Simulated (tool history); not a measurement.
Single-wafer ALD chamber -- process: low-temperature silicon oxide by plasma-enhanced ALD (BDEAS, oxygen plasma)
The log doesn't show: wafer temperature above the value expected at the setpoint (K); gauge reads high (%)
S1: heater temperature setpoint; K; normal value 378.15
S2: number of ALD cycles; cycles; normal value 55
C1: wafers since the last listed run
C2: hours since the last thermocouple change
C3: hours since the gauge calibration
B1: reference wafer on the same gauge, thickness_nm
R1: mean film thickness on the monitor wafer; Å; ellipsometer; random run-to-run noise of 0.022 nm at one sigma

run	hour	S1	S2	C1	C2	C3	B1	R1
1	0	378.15	55	0	2168.6	456.2	8.1	85.72
2	16	371.15	55	81	2184.6	472.2	8.095	86.39
3	35.9	371.15	55	101	2204.5	492.1	8.099	86.65
4	140.8	378.15	55	537	2309.4	597	8.085	85.56
5	166.9	378.15	55	133	2335.5	623.1	8.077	85.45
6	186.7	378.15	55	101	2355.3	642.9	8.076	85.62
7	199.9	378.15	55	67	2368.5	656.1	8.075	84.83
8	223.2	378.15	55	119	2391.8	679.4	8.072	85.54
9	237.5	378.15	55	73	2406.1	693.7	8.069	85.03
10	262.7	366.15	49	129	2431.3	718.9	8.062	78.05
11	277	366.15	49	73	2445.6	733.2	8.062	78.36
12	317.4	366.15	49	207	2486	773.6	8.055	78.17
13	350	378.15	59	167	2518.6	806.2	8.043	91.42
14	365.5	378.15	59	79	2534.1	821.7	8.049	91.32
# hour 389.2: thermocouple changed; heater temperature recalibrated
15	397.7	378.15	59	123	8.5	853.9	8.033	91.26
16	424	378.15	53	134	34.8	880.2	8.032	81.63
17	440.1	378.15	53	82	50.9	896.3	8.031	81.59
# hour 474.4: gauge calibrated
18	489.1	378.15	53	251	99.9	14.7	8.142	82.69
19	522.8	367.15	55	172	133.6	48.4	8.145	88.49
20	545.3	367.15	55	115	156.1	70.9	8.141	88.68
21	578.8	378.15	55	171	189.6	104.4	8.139	86.23
22	613.6	378.15	55	178	224.4	139.2	8.139	86.6
23	640	378.15	55	135	250.8	165.6	8.136	86.25
24	667.5	378.15	65	140	278.3	193.1	8.141	101.64
25	698.6	365.15	61	159	309.4	224.2	8.135	98.37
26	733.1	388.15	46	176	343.9	258.7	8.127	70.71
27	747.3	382.15	58	72	358.1	272.9	8.136	90.07
28	777.9	378.15	55	156	388.7	303.5	8.131	86.2
29	796.4	364.15	55	94	407.2	322	8.127	89.18
30	828	372.15	55	161	438.8	353.6	8.128	86.92
31	863.3	384.15	55	180	474.1	388.9	8.122	84.76
32	892.8	372.15	55	151	503.6	418.4	8.117	86.51
33	916	378.15	55	118	526.8	441.6	8.115	85.49
34	947	390.15	55	158	557.8	472.6	8.121	83.88
35	973.8	368.15	46	137	584.6	499.4	8.116	73.15
36	989.7	370.15	55	81	600.5	515.3	8.103	87.27
37	1012.1	363.15	50	114	622.9	537.7	8.106	81.27
38	1047.3	367.15	46	180	658.1	572.9	8.091	73.62
39	1079.9	374.15	63	167	690.7	605.5	8.094	98.54
40	1114.4	370.15	60	176	725.2	640	8.086	95.03
41	1142	378.15	49	141	752.8	667.6	8.085	76.15
42	1176.5	378.15	55	176	787.3	702.1	8.079	85.23
43	1201.1	378.15	53	126	811.9	726.7	8.074	82.31
44	1213.7	388.15	64	64	824.5	739.3	8.077	98.04
45	1225.9	391.15	55	62	836.7	751.5	8.07	83.27
46	1242.8	388.15	66	86	853.6	768.4	8.062	100.7
47	1275.2	368.15	64	166	886	800.8	8.056	101.04
48	1305	378.15	55	152	915.8	830.6	8.061	85.25

Results per run with the tool's hidden condition removed, run-to-run variation unchanged:
run	R1
1	86.24
2	86.93
3	87.22
4	86.27
5	86.2
6	86.41
7	85.64
8	86.39
9	85.91
10	78.89
11	79.23
12	79.12
13	92.61
14	92.54
15	92.55
16	82.85
17	82.84
18	82.78
19	88.58
20	88.77
21	86.33
22	86.71
23	86.37
24	101.8
25	98.55
26	70.85
27	90.26
28	86.41
29	89.42
30	87.18
31	85.04
32	86.83
33	85.83
34	84.26
35	73.5
36	87.72
37	81.71
38	74.07
39	99.2
40	95.73
41	76.75
42	85.97
43	83.07
44	98.97
45	84.08
46	101.72
47	102.15
48	86.25

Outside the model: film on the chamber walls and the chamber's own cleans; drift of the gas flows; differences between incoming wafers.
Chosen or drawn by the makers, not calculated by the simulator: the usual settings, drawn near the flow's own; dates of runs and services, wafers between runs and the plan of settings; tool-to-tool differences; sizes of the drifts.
